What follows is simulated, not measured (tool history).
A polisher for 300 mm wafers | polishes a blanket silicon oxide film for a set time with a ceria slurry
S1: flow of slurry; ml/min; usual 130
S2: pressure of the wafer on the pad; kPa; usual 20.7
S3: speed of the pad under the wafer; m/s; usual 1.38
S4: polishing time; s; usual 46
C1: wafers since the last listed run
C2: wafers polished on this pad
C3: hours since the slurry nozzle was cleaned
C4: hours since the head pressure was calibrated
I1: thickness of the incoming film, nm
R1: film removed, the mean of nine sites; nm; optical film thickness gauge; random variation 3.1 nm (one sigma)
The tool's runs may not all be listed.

run,day,S1,S2,S3,S4,C1,C2,C3,C4,I1,R1
1,0.000,130,20.7,1.38,46,0,309,351.0,829.8,1717.7,271.5
2,0.738,130,20.7,1.38,46,245,555,368.7,847.5,1771.4,270.2
3,1.092,130,20.7,1.38,46,118,673,377.2,856.0,1747.6,266.4
4,2.592,130,20.7,1.38,46,499,1173,413.2,892.0,1718.8,264.8
5,2.854,130,20.7,1.38,46,87,1260,419.5,898.3,1770.9,261.5
6,3.346,130,20.7,1.18,46,163,1424,431.3,910.1,1790.1,238.4
# day 3.596: slurry nozzle cleaned
7,3.662,130,20.7,1.18,46,91,1516,1.6,917.7,1764.7,240.1
# day 3.867: worn pad replaced by a new one
8,4.667,130,20.7,1.18,46,279,266,25.7,941.8,1731.7,252.4
9,5.042,130,24.1,1.38,46,124,391,34.7,950.8,1762.4,316.4
10,5.425,130,24.1,1.38,46,127,519,43.9,960.0,1719.3,318.2
11,6.075,130,24.1,1.38,46,216,736,59.5,975.6,1768.4,314.9
12,6.542,130,20.7,1.38,46,155,891,70.7,986.8,1728.5,262.1
13,6.850,130,20.7,1.38,46,102,994,78.1,994.2,1741.8,261.2
14,7.825,130,20.7,1.38,46,324,1319,101.5,1017.6,1763.5,261.7
15,8.296,165,20.7,1.38,46,156,1476,112.8,1028.9,1758.8,273.0
16,8.617,130,24.1,1.38,46,106,1583,120.5,1036.6,1740.9,302.5
# day 8.962: worn pad replaced by a new one
17,8.983,130,20.7,1.38,46,66,6,129.3,1045.4,1788.8,284.8
18,9.238,105,20.7,0.94,57,84,91,135.4,1051.5,1719.6,273.7
19,9.558,100,20.7,1.38,52,106,198,143.1,1059.2,1747.2,297.6
20,10.275,130,20.7,1.38,46,238,437,160.3,1076.4,1741.1,272.9
21,10.950,130,24.1,1.18,46,224,662,176.5,1092.6,1724.7,288.0
22,11.346,130,20.7,1.38,46,131,794,186.0,1102.1,1762.7,272.2
23,11.679,160,16.5,1.74,46,111,905,194.0,1110.1,1755.7,256.9
# day 11.996: head pressure recalibrated
24,12.025,130,24.8,1.38,53,87,992,202.3,0.7,1770.5,367.3
25,12.696,130,20.7,1.38,46,223,1216,218.4,16.8,1774.8,267.8
26,13.008,150,20.7,1.38,31,104,1320,225.9,24.3,1744.1,181.1
# day 13.571: worn pad replaced by a new one
27,15.171,105,20.7,1.38,46,665,533,277.8,76.2,1763.7,261.3
28,15.479,130,20.7,1.38,46,102,636,285.2,83.6,1774.1,273.1
29,16.133,150,17.9,1.82,35,218,854,300.9,99.3,1735.4,214.8
30,16.529,130,24.1,1.38,46,131,986,310.4,108.8,1745.6,313.1
31,16.979,155,20.7,1.38,46,149,1136,321.2,119.6,1769.0,275.7
32,17.600,140,17.9,1.38,46,206,1343,336.1,134.5,1762.9,233.1
33,17.850,130,25.5,1.38,46,83,1426,342.1,140.5,1739.6,329.8
34,18.517,145,27.6,1.38,46,222,1648,358.1,156.5,1786.5,353.4
# day 18.708: worn pad replaced by a new one
35,19.058,160,20.7,1.74,46,124,116,371.1,169.5,1723.9,333.4
36,19.704,130,20.7,1.38,46,215,331,386.6,185.0,1745.6,271.5
37,20.221,150,22.8,1.24,39,172,503,399.0,197.4,1745.7,239.8
38,20.683,130,20.7,1.38,46,154,657,410.1,208.5,1785.0,267.6

Hidden state or all else? Some run-to-run changes of R1, split into what the settings, what came in and random variation would give without the hidden state, and what is left for the hidden state (with any gauge scatter that isn't in both results):
The hidden state here: removal rate lost through wear of the pad, %; slurry flow missing at the pad, %; deviation of the head's pressure from its setpoint, %.
Run 7 -> 8: worn pad replaced by a new one. R1 +12.3 nm: hidden state +14.6, all else -2.3.
Run 16 -> 17: S2 24.1 -> 20.7, worn pad replaced by a new one. R1 -17.7 nm: hidden state +31.2, all else -48.9.
Run 23 -> 24: S1 160 -> 130, S2 16.5 -> 24.8, S3 1.74 -> 1.38, S4 46 -> 53, head pressure recalibrated. R1 +110.4 nm: hidden state -11.1, all else +121.5.
Run 24 -> 25: S2 24.8 -> 20.7, S4 53 -> 46. R1 -99.5 nm: hidden state +7.4, all else -106.9.
Run 29 -> 30: S1 150 -> 130, S2 17.9 -> 24.1, S3 1.82 -> 1.38, S4 35 -> 46. R1 +98.3 nm: hidden state -9.8, all else +108.1.
Run 34 -> 35: S1 145 -> 160, S2 27.6 -> 20.7, S3 1.38 -> 1.74, worn pad replaced by a new one. R1 -20.0 nm: hidden state +21.6, all else -41.6.
